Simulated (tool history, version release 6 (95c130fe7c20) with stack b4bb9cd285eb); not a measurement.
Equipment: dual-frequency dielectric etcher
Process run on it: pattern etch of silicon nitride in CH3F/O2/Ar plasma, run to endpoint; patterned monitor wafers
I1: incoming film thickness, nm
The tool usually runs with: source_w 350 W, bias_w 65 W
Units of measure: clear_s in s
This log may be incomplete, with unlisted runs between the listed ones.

Run 1, hour 0: usual settings; I1 61.1. Result: clear_s 102.2 s.
At hour 70.4: wet clean of the chamber.
Run 2, hour 72.3: usual settings; I1 60.9. Result: clear_s 98.8 s.
Run 3, hour 167: usual settings; I1 60.5. Result: clear_s 98.8 s.
Run 4, hour 273.7: usual settings; I1 60.2. Result: clear_s 99.7 s.
Run 5, hour 360.2: usual settings; I1 60.4. Result: clear_s 100.1 s.
Run 6, hour 424.9: usual settings; I1 60.9. Result: clear_s 101.8 s.
Run 7, hour 495.5: usual settings but source_w 410 W; I1 60.9. Result: clear_s 94.7 s.
At hour 542.1: wet clean of the chamber.
Run 8, hour 542.6: usual settings but source_w 290 W; I1 61.1. Result: clear_s 110.1 s.
Run 9, hour 588.5: usual settings but source_w 290 W; I1 61.4. Result: clear_s 110.5 s.
Run 10, hour 635.3: usual settings but source_w 370 W; I1 61. Result: clear_s 97.4 s.
Run 11, hour 729.7: usual settings but source_w 400 W; I1 60.9. Result: clear_s 94.2 s.
At hour 772.9: source power generator calibrated.
Run 12, hour 797.5: usual settings; I1 61.2. Result: clear_s 102 s.
Run 13, hour 865.1: usual settings; I1 60.8. Result: clear_s 101 s.
At hour 1001.5: wet clean of the chamber.
Run 14, hour 1002: usual settings but bias_w 54 W; I1 61.1. Result: clear_s 108.5 s.
Run 15, hour 1094.6: usual settings but bias_w 54 W; I1 60.5. Result: clear_s 106.9 s.
Run 16, hour 1146.7: usual settings; I1 61.5. Result: clear_s 102.2 s.
Run 17, hour 1204: usual settings but source_w 390 W, bias_w 71 W; I1 60.9. Result: clear_s 92.9 s.
Run 18, hour 1287.5: usual settings but source_w 300 W; I1 61.6. Result: clear_s 112.1 s.
Run 19, hour 1334.7: usual settings but source_w 400 W, bias_w 69 W; I1 61.1. Result: clear_s 93.9 s.
At hour 1376.1: bias power generator calibrated.
Run 20, hour 1412.6: usual settings; I1 61.5. Result: clear_s 104 s.
At hour 1452.7: wet clean of the chamber.
Run 21, hour 1456.6: usual settings but source_w 300 W, bias_w 53 W; I1 60.7. Result: clear_s 117.3 s.
At hour 1494.9: upper electrode replaced.
Run 22, hour 1555.2: usual settings but bias_w 75 W; I1 61.4. Result: clear_s 95.7 s.
Run 23, hour 1636.5: usual settings; I1 61.4. Result: clear_s 101.3 s.
Run 24, hour 1699.7: usual settings but source_w 390 W, bias_w 81 W; I1 60.8. Result: clear_s 87.9 s.
Run 25, hour 1772: usual settings but source_w 310 W, bias_w 79 W; I1 60. Result: clear_s 99 s.
At hour 1859.7: wet clean of the chamber.
Run 26, hour 1877.6: usual settings; I1 60.6. Result: clear_s 98.9 s.
Run 27, hour 1924.3: usual settings; I1 60.7. Result: clear_s 100.1 s.
Run 28, hour 1968.5: usual settings but source_w 410 W, bias_w 52 W; I1 61.1. Result: clear_s 102.7 s.
Run 29, hour 2024.9: usual settings but source_w 310 W; I1 61. Result: clear_s 107.8 s.
Run 30, hour 2078.4: usual settings but source_w 420 W, bias_w 75 W; I1 60.9. Result: clear_s 87.4 s.
Run 31, hour 2124.8: usual settings but source_w 280 W, bias_w 78 W; I1 61.5. Result: clear_s 107.1 s.

Below are 4 alternative next runs, each starting from the tool's condition after run 31. Predict each:
Run A, hour 2125.2: usual settings; I1 61.5. Result: clear_s ?.
Run B, hour 2125.2: usual settings but source_w 270 W, bias_w 59 W; I1 61.5. Result: clear_s ?.
Run C, hour 2125.2: usual settings but source_w 270 W, bias_w 76 W; I1 61.5. Result: clear_s ?.
Run D, hour 2125.2: usual settings but bias_w 56 W; I1 61.5. Result: clear_s ?.

run  clear_s
  A      103
  B    122.6
  C    110.3
  D    109.4
Without the tool's hidden state the same runs would have given:
run  clear_s
  A    101.1
  B    120.4
  C    108.3
  D    107.4

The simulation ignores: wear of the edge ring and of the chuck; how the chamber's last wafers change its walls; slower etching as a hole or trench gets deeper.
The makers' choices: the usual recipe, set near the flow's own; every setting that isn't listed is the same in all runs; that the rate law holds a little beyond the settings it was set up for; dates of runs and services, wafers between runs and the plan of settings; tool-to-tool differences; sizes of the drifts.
